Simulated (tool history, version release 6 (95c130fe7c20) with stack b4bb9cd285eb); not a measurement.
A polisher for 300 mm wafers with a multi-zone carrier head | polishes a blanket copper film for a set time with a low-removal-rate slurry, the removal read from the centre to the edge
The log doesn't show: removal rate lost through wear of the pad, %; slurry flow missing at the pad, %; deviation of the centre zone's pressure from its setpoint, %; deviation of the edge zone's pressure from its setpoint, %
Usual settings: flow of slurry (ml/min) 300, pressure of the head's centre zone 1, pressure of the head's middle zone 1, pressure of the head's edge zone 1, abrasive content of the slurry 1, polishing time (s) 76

run	hour	flow of slurry (ml/min)	pressure of the head's centre zone	pressure of the head's middle zone	pressure of the head's edge zone	abrasive content of the slurry	polishing time (s)	wafers since the last listed run	wafers polished on this pad	hours since the slurry nozzle was cleaned	hours since the centre zone pressure was calibrated	hours since the edge zone pressure was calibrated	hours since the carrier head's membrane was replaced	incoming thickness of the incoming film, nm	film removed at the wafer's centre (nm)	film removed at mid-radius (nm)	film removed at the wafer's edge (nm)
1	0	300	1	1	1	1	92	0	179	620.4	1418.6	1053	1382.6	1198	244.4	241.5	241.5
2	16.7	300	1	1	1	1	92	156	335	637.1	1435.3	1069.7	1399.3	1191.6	243.6	237.3	239.2
3	27.2	300	1	1	1	1	92	98	434	647.6	1445.8	1080.2	1409.8	1181.7	236.3	235.1	239.5
4	44.7	300	0.94	1	1	1	76	163	597	665.1	1463.3	1097.7	1427.3	1204.2	177.4	190.9	190
# hour 54.4: worn pad replaced by a new one
5	54.9	300	0.94	1	1	1	76	58	4	675.3	1473.5	1107.9	1437.5	1208.2	167.4	174.7	176.5
6	69.6	300	1	1	1	1	76	137	141	690	1488.2	1122.6	1452.2	1197.1	174.5	177.2	174.7
# hour 81.7: slurry nozzle cleaned
# hour 89.7: worn pad replaced by a new one, repeated, since the last time left the tool worse
7	90.2	300	1	1	1	1	76	145	4	8.5	1508.8	1143.2	1472.8	1213.7	204	199.3	203
# hour 100.3: carrier head's membrane replaced by a new one
8	103.3	300	1	1	1	1	76	75	80	21.6	1521.9	1156.3	3	1181.7	201.8	200.5	199.8
# hour 106.8: edge zone pressure recalibrated
9	116.5	300	1	1	1	1	76	104	185	34.8	1535.1	9.7	16.2	1202.4	198.2	201.9	201.5
# hour 126: centre zone pressure recalibrated
10	133.6	245	1.09	1	1	1	76	141	326	51.9	7.6	26.8	33.3	1183.2	205.5	189.4	189.3
11	141	370	1.07	1	1	0.9	89	69	395	59.3	15	34.2	40.7	1208.3	240.4	225.8	224.4
12	153.7	300	1.06	1	1.05	1	76	118	514	72	27.7	46.9	53.4	1206.7	199.5	190.5	193.7
# hour 159.4: worn pad replaced by a new one
13	166.2	340	0.88	0.95	0.97	1	76	79	63	84.5	40.2	59.4	65.9	1169.4	181	196.1	203.1
14	177.3	300	1	1	1	1	76	103	167	95.6	51.3	70.5	77	1182.1	199.5	200.1	202.2
15	186.3	300	0.89	1	0.92	0.7	76	84	251	104.6	60.3	79.5	86	1215.5	167	185.5	179.9
16	199.3	300	1	1	1.1	1	76	121	373	117.6	73.3	92.5	99	1200.3	195.8	198.6	200.1

3 ways to go on from here, each from the tool as it stands after run 16. What would each give?
A	199.7	300	1	1	1	1	61	3	376	118	73.7	92.9	99.4	1188.3	?	?	?
B	199.7	300	1.08	1	1	1	76	3	376	118	73.7	92.9	99.4	1188.3	?	?	?
C	199.7	300	1	1	1	0.85	76	3	376	118	73.7	92.9	99.4	1188.3	?	?	?

run	film removed at the wafer's centre (nm)	film removed at mid-radius (nm)	film removed at the wafer's edge (nm)
A	158.1	158.7	157.7
B	211.4	197.6	196.4
C	189.8	190.5	189.3
Without the tool's hidden state the same runs would have given:
run	film removed at the wafer's centre (nm)	film removed at mid-radius (nm)	film removed at the wafer's edge (nm)
A	163.6	164.3	163.2
B	218.8	204.6	203.3
C	196.4	197.2	195.9
